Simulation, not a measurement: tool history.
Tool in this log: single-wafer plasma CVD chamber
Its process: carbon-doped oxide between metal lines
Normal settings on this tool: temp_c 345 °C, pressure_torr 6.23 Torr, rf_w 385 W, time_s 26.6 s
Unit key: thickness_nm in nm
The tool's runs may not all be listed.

run   hour  temp_c  pressure_torr  rf_w  time_s  read-back reference wafer on the same gauge, thickness_nm  thickness_nm
  1      0     345           7.23   385    26.6                                                    105.004       101.795
  2   26.4     345           7.23   385    26.6                                                    105.078       102.067
  3     45     345           7.21   385    26.6                                                     104.99       101.712
  4   63.7     345           6.23   385    26.6                                                    105.036       100.888
  5   92.3     345           6.23   385    26.6                                                    104.968       100.652
  6  108.1     345           6.23   385    26.6                                                    105.101       100.278
  7  133.7     353           6.23   385    26.6                                                    105.015        98.033
     136.8  -- gauge calibrated
  8    161     353           6.23   385    26.6                                                    104.977        97.873
  9  175.6     345           6.23   385    26.6                                                    104.938       100.109
     190.2  -- thermocouple changed; heater temperature recalibrated
     198.5  -- capacitance manometer re-zeroed and calibrated
 10  207.8     335           6.23   385    26.6                                                    104.978       102.567
     230.8  -- RF generator calibrated
 11  231.3     345           7.16   385      22                                                    104.994         90.97
     250.3  -- showerhead replaced
 12  250.9     345           6.88   385    28.2                                                    104.946       115.774
 13    266     345           7.23   385    26.6                                                    105.079       110.186
 14  281.9     334           7.03   455    26.6                                                    104.996       129.897
 15  312.8     354           7.19   385    30.3                                                    104.952       121.608
 16  328.7     356           5.42   315    26.6                                                    105.019        86.933

Below are 5 alternative next runs, each starting from the tool's condition after run 16. Predict each:
  A  329.1     345           6.23   385    26.6                                                          ?             ?
  B  329.1     345           6.23   440    26.6                                                          ?             ?
  C  329.1     345           6.23   340    26.6                                                          ?             ?
  D  329.1     345           6.23   385      31                                                          ?             ?
  E  329.1     345           6.23   385    31.3                                                          ?             ?

run  read-back reference wafer on the same gauge, thickness_nm  thickness_nm
  A                                                    105.044       108.638
  B                                                    105.044       121.647
  C                                                    105.044        97.197
  D                                                    105.044       126.316
  E                                                    105.044       127.521
The same runs, with their run-to-run variation unchanged, on a tool lacking any hidden condition would have given:
run  thickness_nm
  A       109.558
  B       122.642
  C        98.024
  D       127.386
  E       128.601

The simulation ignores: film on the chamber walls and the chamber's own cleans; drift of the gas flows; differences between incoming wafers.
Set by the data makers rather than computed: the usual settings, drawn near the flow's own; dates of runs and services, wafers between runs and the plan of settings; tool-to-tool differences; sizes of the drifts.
